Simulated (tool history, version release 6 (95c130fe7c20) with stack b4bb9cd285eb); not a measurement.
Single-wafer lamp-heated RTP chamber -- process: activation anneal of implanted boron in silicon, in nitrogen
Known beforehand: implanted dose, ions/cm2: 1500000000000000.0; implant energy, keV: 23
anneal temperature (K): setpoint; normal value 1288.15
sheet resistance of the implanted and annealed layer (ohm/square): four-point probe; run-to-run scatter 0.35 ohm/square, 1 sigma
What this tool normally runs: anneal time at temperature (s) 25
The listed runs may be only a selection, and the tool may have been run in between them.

run	hour	anneal temperature (K)	anneal time at temperature (s)	read-back reference wafer on the same gauge, sheet resistance	sheet resistance of the implanted and annealed layer (ohm/square)
1	0	1288.15	36	72.55	85.62
2	55.3	1288.15	36	72.65	85.54
3	120.9	1288.15	36	72.57	85.52
4	157.2	1288.15	18	72.66	87.35
# hour 165.8: pyrometer window cleaned and pyrometer calibrated
5	191.9	1288.15	18	72.58	86.22
6	251.6	1288.15	25	72.6	85.39
7	314	1288.15	25	72.59	85.83
# hour 364.5: pyrometer window cleaned and pyrometer calibrated
8	375.9	1288.15	25	72.64	85.83
9	417.6	1288.15	25	72.5	85.55
10	462	1288.15	25	72.54	85.12
11	531.8	1288.15	25	72.56	85.33
# hour 554.7: reflector plate cleaned
# hour 555.1: pyrometer window cleaned and pyrometer calibrated
12	575.5	1304.15	14	72.61	86.02
13	601.7	1276.15	39	72.53	87.82
# hour 625.2: gauge calibrated
14	659.2	1276.15	39	72.67	87.98
15	702.7	1312.15	25	72.61	83.14
# hour 750.2: pyrometer window cleaned and pyrometer calibrated
16	750.7	1308.15	37	72.49	83.26
17	778.1	1288.15	25	72.62	86.22
18	826.5	1288.15	39	72.62	85.29
19	854.4	1288.15	30	72.54	85.96
20	887.4	1288.15	25	72.62	86.06
21	913.9	1316.15	25	72.61	82.82
# hour 930.9: pyrometer window cleaned and pyrometer calibrated
22	956	1296.15	21	72.63	85.05

Alternative continuations, all from the tool just after run 22; predict every row:
A	956.4	1288.15	25	?	?
B	956.4	1288.15	31	?	?
C	956.4	1297.15	11	?	?
D	956.4	1288.15	21	?	?
E	956.4	1267.15	34	?	?

run	read-back reference wafer on the same gauge, sheet resistance	sheet resistance of the implanted and annealed layer (ohm/square)
A	72.57	85.99
B	72.57	85.53
C	72.57	86.18
D	72.57	86.37
E	72.57	89.86
Had the tool no hidden state, the same runs would have come out as:
run	sheet resistance of the implanted and annealed layer (ohm/square)
A	86.23
B	85.76
C	86.43
D	86.62
E	90.31
